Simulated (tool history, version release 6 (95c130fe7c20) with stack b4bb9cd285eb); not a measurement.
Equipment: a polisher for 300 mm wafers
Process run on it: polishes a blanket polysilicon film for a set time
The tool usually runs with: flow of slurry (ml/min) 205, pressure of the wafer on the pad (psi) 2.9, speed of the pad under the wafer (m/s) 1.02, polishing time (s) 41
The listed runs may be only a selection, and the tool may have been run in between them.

run,hour,flow of slurry (ml/min),pressure of the wafer on the pad (psi),speed of the pad under the wafer (m/s),polishing time (s),"incoming thickness of the incoming film, nm",film removed (nm)
1,0,205,2.9,1.02,32,1024,227.8
2,17.5,205,2.9,1.02,41,1024.1,285.7
3,23.9,205,2.9,1.02,41,1020.9,287.2
4,32.8,205,2.5,1.02,41,1003,246.2
5,47.8,205,2.5,1.02,41,1002.7,248.8
6,61.2,205,2.9,1.02,41,1014.3,285.6
7,72.5,205,2.9,1.02,41,1007.8,282.8
8,89.8,205,2.9,1.22,47,1000.5,435.8
9,102.3,205,2.9,1.22,47,1020.8,431.8
10,117.7,185,2.9,0.72,52,1012,274.4
11,130,205,2.9,0.74,41,1001.3,228.8
12,136.1,205,2.9,0.66,30,1021.5,146.7
13,144.8,205,2.9,1.22,41,1006,358.7
14,192.7,205,2.9,1.02,41,1000.6,317.6
15,196.5,205,2.9,1.02,41,1008.7,306.4
16,211.5,205,2.9,1.34,41,1005.1,379.4
17,228.9,205,2.9,0.82,34,988.4,223.4
18,244.3,205,2.9,1.22,47,1018.2,398.4

Withheld: 7 entries from between the runs. Position of each, and hidden state at the listed run before versus the listed run after:
Logged between run 3 and run 4: worn pad replaced by a new one (hour 32)
  slurry flow missing at the pad, %: 43.2 -> 43.3
  measured less the result without the state, film removed (nm): -34.5 -> -29.7
Logged between run 7 and run 8: slurry nozzle cleaned (hour 80.2); worn pad replaced by a new one (hour 88.8)
  slurry flow missing at the pad, %: 43.9 -> 8.89
  measured less the result without the state, film removed (nm): -35 -> -6
Logged between run 10 and run 11: head pressure recalibrated (hour 121.3)
  slurry flow missing at the pad, %: 13.9 -> 15.9
  measured less the result without the state, film removed (nm): -7.1 -> -6.2
Logged between run 12 and run 13: worn pad replaced by a new one, of another model than before (hour 142.4)
  slurry flow missing at the pad, %: 16.8 -> 18.1
  measured less the result without the state, film removed (nm): -4.3 -> -6.7
Logged between run 13 and run 14: worn pad replaced by a new one (hour 192.2)
  slurry flow missing at the pad, %: 18.1 -> 24.4
  measured less the result without the state, film removed (nm): -6.7 -> -8.4
Logged between run 17 and run 18: worn pad replaced by a new one (hour 242.5)
  slurry flow missing at the pad, %: 28.3 -> 29.8
  measured less the result without the state, film removed (nm): -7 -> -13.5
